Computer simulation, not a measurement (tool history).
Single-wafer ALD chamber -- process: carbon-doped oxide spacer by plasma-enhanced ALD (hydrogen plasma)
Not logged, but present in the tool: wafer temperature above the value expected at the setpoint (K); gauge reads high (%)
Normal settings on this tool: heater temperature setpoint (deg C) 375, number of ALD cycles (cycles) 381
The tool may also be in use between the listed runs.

run	hour	heater temperature setpoint (deg C)	number of ALD cycles (cycles)	wafers since the last listed run	hours since the last thermocouple change	hours since the gauge calibration	read-back reference wafer on the same gauge, thickness_nm	mean film thickness on the monitor wafer (angstrom)
1	0	375	381	0	1612.7	339.2	22.108	188.44
2	89.3	375	381	54	1702	428.5	22.075	187.43
3	135	368	381	27	1747.7	474.2	22.039	187.47
4	202	368	381	40	1814.7	541.2	22.024	188.12
5	249.2	368	381	28	1861.9	588.4	21.991	186.17
6	320.2	375	381	43	1932.9	659.4	21.959	187.04
7	373.3	369	381	32	1986	712.5	21.93	188.01
8	458.8	369	381	51	2071.5	798	21.902	185.55
9	556.6	369	381	59	2169.3	895.8	21.828	186.34
10	618.3	375	381	37	2231	957.5	21.794	184.83
11	661.3	375	381	26	2274	1000.5	21.771	184.65
12	706.3	375	381	27	2319	1045.5	21.754	186.56
13	814.2	375	381	65	2426.9	1153.4	21.698	184.99
14	858.2	375	381	26	2470.9	1197.4	21.668	185.63
15	964.2	375	381	64	2576.9	1303.4	21.647	184.69
16	1046	375	381	49	2658.7	1385.2	21.556	182.48
17	1122.6	375	381	46	2735.3	1461.8	21.541	182.67
18	1224.7	375	381	62	2837.4	1563.9	21.459	183.21
19	1320.5	378	381	58	2933.2	1659.7	21.436	181.88
20	1426.1	378	381	64	3038.8	1765.3	21.384	182.77
21	1472.4	375	381	28	3085.1	1811.6	21.35	181.43
# hour 1484.3: thermocouple changed; heater temperature recalibrated
22	1563.4	386	332	50	79.1	1902.6	21.307	158.25
23	1615.3	383	348	31	131	1954.5	21.281	166.74
# hour 1661.8: gauge calibrated
24	1682.5	375	381	40	198.2	20.7	22.301	191.38
25	1768.1	389	338	52	283.8	106.3	22.232	167.97
26	1847.9	386	332	48	363.6	186.1	22.196	163.51
27	1929.7	375	381	49	445.4	267.9	22.137	189.08
28	2035.6	375	381	64	551.3	373.8	22.092	188.23
29	2111.7	375	381	46	627.4	449.9	22.068	187.73
30	2154.1	375	381	25	669.8	492.3	22.04	188.76
31	2206.2	368	449	31	721.9	544.4	22.018	221.76
32	2301.4	375	381	57	817.1	639.6	21.966	187.11
33	2379.9	390	420	47	895.6	718.1	21.908	206.2
34	2453	375	381	44	968.7	791.2	21.904	187.03
35	2520.9	375	329	41	1036.6	859.1	21.856	161.51
36	2568.7	375	319	29	1084.4	906.9	21.832	157.09
37	2673.4	375	346	63	1189.1	1011.6	21.785	169.27
38	2774.1	362	401	61	1289.8	1112.3	21.718	195.08
39	2846.4	385	381	43	1362.1	1184.6	21.695	185.12
40	2944.3	386	321	59	1460	1282.5	21.624	155.53
41	3159.2	375	381	130	1674.9	1497.4	21.536	182.64
42	3198.8	371	416	24	1714.5	1537	21.518	199.96
43	3268.2	388	337	42	1783.9	1606.4	21.482	161.17

Below, some changes in mean film thickness on the monitor wafer (angstrom) between adjacent runs. For each, the amount present without the hidden state too (settings, incoming material, random variation) and the amount remaining for the hidden state with gauge scatter not shared by both compared results:
Run 23 -> 24: heater temperature setpoint (deg C) 383 -> 375, number of ALD cycles (cycles) 348 -> 381, gauge calibrated. mean film thickness on the monitor wafer (angstrom) +24.64: hidden state +7.91, all else +16.73.
Run 30 -> 31: heater temperature setpoint (deg C) 375 -> 368, number of ALD cycles (cycles) 381 -> 449. mean film thickness on the monitor wafer (angstrom) +33: hidden state -0.67, all else +33.67.
Run 31 -> 32: heater temperature setpoint (deg C) 368 -> 375, number of ALD cycles (cycles) 449 -> 381. mean film thickness on the monitor wafer (angstrom) -34.65: hidden state +0.02, all else -34.67.
Run 40 -> 41: heater temperature setpoint (deg C) 386 -> 375, number of ALD cycles (cycles) 321 -> 381. mean film thickness on the monitor wafer (angstrom) +27.11: hidden state -1.81, all else +28.92.
Run 42 -> 43: heater temperature setpoint (deg C) 371 -> 388, number of ALD cycles (cycles) 416 -> 337. mean film thickness on the monitor wafer (angstrom) -38.79: hidden state +1.15, all else -39.94.

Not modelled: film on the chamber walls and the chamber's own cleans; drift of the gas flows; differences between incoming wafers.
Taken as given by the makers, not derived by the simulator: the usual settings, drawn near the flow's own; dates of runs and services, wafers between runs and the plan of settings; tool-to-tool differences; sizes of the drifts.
